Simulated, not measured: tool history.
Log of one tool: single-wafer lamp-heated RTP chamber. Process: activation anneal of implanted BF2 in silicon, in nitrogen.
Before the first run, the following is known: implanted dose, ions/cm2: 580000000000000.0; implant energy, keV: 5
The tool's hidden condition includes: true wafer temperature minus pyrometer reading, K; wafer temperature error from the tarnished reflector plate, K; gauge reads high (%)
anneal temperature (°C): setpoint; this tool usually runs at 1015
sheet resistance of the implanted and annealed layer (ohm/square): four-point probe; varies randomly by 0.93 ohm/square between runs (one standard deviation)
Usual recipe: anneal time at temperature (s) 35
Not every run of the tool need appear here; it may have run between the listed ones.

run	hour	anneal temperature (°C)	anneal time at temperature (s)	wafers since the last listed run	wafers since the last pyrometer calibration	wafers since the reflector plate was cleaned	hours since the gauge calibration	read-back reference wafer on the same gauge, sheet resistance	sheet resistance of the implanted and annealed layer (ohm/square)
1	0	1015	35	0	4443	11298	237.9	332.02	320.67
# hour 1.5: gauge calibrated
2	9	1015	35	98	4542	11396	7.5	332.08	320.95
3	22.6	1015	35	149	4691	11546	21.1	331.98	321.89
4	29	1015	35	70	4761	11616	27.5	332.05	321.48
5	41.4	1015	35	136	4897	11752	39.9	332.1	320.46
6	56.6	1015	35	166	5064	11918	55.1	331.88	320.92
7	82.6	1015	35	285	5349	12204	81.1	332.12	319.54
8	99.8	1021	35	188	5538	12392	98.3	331.87	309.99
9	111.5	1021	35	128	5666	12521	110	331.68	309.34
10	127.6	999	35	176	5843	12697	126.1	331.82	342.44
11	141.1	996	19	148	5991	12845	139.6	332	376.63
12	150.8	996	19	106	6097	12952	149.3	331.92	376.08
13	159.8	993	35	98	6196	13051	158.3	331.85	351.08
# hour 182: reflector plate cleaned
# hour 185: pyrometer window cleaned and pyrometer calibrated
14	185.5	993	35	160	4	4	184	331.93	354.23
15	185.9	1015	35	4	9	9	184.4	331.92	324.98
16	195.1	1015	35	100	110	110	193.6	331.72	325.31
17	206.1	1001	25	120	230	230	204.6	332.1	359.8
# hour 215: gauge calibrated
18	217.2	1035	45	121	352	352	2.2	331.85	272.46
19	225.1	998	21	86	439	439	10.1	331.99	372.23
20	242.9	1035	46	195	634	634	27.9	331.84	272.7
21	252.8	1003	14	108	743	743	37.8	331.98	387.74
22	261.4	993	35	94	837	837	46.4	332.18	354.52
23	278.5	1015	35	187	1025	1025	63.5	332.01	324.5
24	292.8	1003	14	156	1181	1181	77.8	332.04	385.45
25	309	1015	35	177	1359	1359	94	332	323.45
26	325.4	1015	21	179	1539	1539	110.4	332.15	346.07
27	341.1	1015	35	172	1711	1711	126.1	332.1	323.22
28	357.5	1038	28	179	1891	1891	142.5	332.2	290.11
29	368.1	1004	54	116	2007	2007	153.1	332.09	317.8
30	382.8	1023	55	161	2169	2169	167.8	332.17	282.18

Run-by-run hidden state of the tool:
wafer temperature error from the tarnished reflector plate, K: 0, the same for each run
gauge reads high (%): 0, the same for each run
H1: true wafer temperature minus pyrometer reading, K
run	H1
1	4.09
2	4.12
3	4.16
4	4.18
5	4.21
6	4.25
7	4.31
8	4.35
9	4.37
10	4.4
11	4.42
12	4.44
13	4.45
14	0.327
15	0.336
16	0.525
17	0.741
18	0.949
19	1.09
20	1.39
21	1.55
22	1.68
23	1.92
24	2.11
25	2.31
26	2.49
27	2.66
28	2.82
29	2.92
30	3.05

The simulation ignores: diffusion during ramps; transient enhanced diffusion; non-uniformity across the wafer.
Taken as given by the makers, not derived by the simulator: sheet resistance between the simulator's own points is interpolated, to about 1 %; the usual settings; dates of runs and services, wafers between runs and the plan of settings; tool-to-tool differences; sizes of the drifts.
